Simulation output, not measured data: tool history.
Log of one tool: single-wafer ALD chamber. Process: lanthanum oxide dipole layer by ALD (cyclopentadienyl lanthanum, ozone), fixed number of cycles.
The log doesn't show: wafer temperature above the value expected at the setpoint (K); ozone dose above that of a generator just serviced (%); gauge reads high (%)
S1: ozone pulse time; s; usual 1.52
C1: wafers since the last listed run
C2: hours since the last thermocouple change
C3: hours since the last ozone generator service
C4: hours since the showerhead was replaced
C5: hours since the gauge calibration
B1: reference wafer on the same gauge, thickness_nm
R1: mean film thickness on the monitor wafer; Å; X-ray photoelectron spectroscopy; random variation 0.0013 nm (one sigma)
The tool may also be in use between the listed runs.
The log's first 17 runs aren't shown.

| run | hour | S1 | C1 | C2 | C3 | C4 | C5 | B1 | R1 |
|---|---|---|---|---|---|---|---|---|---|
| 18 | 210.8 | 2.03 | 102 | 91.7 | 12.1 | 17.2 | 466.1 | 0.523 | 5.44 |
| 19 | 218.1 | 1.21 | 88 | 99 | 19.4 | 24.5 | 473.4 | 0.523 | 4.91 |
| 20 | 225.3 | 1.52 | 87 | 106.2 | 26.6 | 31.7 | 480.6 | 0.523 | 5.22 |
| 21 | 243.3 | 1.34 | 218 | 124.2 | 44.6 | 49.7 | 498.6 | 0.523 | 5.07 |
| 22 | 251.1 | 1.52 | 94 | 132 | 52.4 | 57.5 | 506.4 | 0.523 | 5.23 |
| 23 | 266.2 | 1.52 | 183 | 147.1 | 67.5 | 72.6 | 521.5 | 0.523 | 5.23 |
| 24 | 275 | 1.75 | 106 | 155.9 | 76.3 | 81.4 | 530.3 | 0.523 | 5.36 |
| 25 | 289.1 | 2.08 | 171 | 170 | 90.4 | 95.5 | 544.4 | 0.523 | 5.42 |
|  | 294.8 | gauge calibrated |
| 26 | 297.8 | 1.83 | 105 | 178.7 | 99.1 | 104.2 | 3 | 0.523 | 5.37 |
| 27 | 312.2 | 1.52 | 175 | 193.1 | 113.5 | 118.6 | 17.4 | 0.523 | 5.22 |
| 28 | 330 | 1.35 | 216 | 210.9 | 131.3 | 136.4 | 35.2 | 0.523 | 5.07 |
| 29 | 380 | 1.82 | 607 | 260.9 | 181.3 | 186.4 | 85.2 | 0.523 | 5.38 |
| 30 | 387.2 | 1.52 | 87 | 268.1 | 188.5 | 193.6 | 92.4 | 0.523 | 5.22 |
| 31 | 399.7 | 2.12 | 151 | 280.6 | 201 | 206.1 | 104.9 | 0.523 | 5.45 |
| 32 | 417.1 | 1.7 | 211 | 298 | 218.4 | 223.5 | 122.3 | 0.523 | 5.34 |
| 33 | 433.7 | 1.52 | 201 | 314.6 | 235 | 240.1 | 138.9 | 0.523 | 5.22 |
| 34 | 446.8 | 1.3 | 159 | 327.7 | 248.1 | 253.2 | 152 | 0.522 | 5.02 |

Forecast each of these 5 alternatives for the next run:
| A | 447.2 | 1.52 | 4 | 328.1 | 248.5 | 253.6 | 152.4 | ? | ? |
| B | 447.2 | 1.71 | 4 | 328.1 | 248.5 | 253.6 | 152.4 | ? | ? |
| C | 447.2 | 1.99 | 4 | 328.1 | 248.5 | 253.6 | 152.4 | ? | ? |
| D | 447.2 | 1.11 | 4 | 328.1 | 248.5 | 253.6 | 152.4 | ? | ? |
| E | 447.2 | 1.79 | 4 | 328.1 | 248.5 | 253.6 | 152.4 | ? | ? |

| run | B1 | R1 |
|---|---|---|
| A | 0.523 | 5.21 |
| B | 0.523 | 5.32 |
| C | 0.523 | 5.41 |
| D | 0.523 | 4.76 |
| E | 0.523 | 5.35 |
Without the tool's hidden state the same runs would have given:
| run | R1 |
|---|---|
| A | 5.26 |
| B | 5.35 |
| C | 5.44 |
| D | 4.84 |
| E | 5.38 |
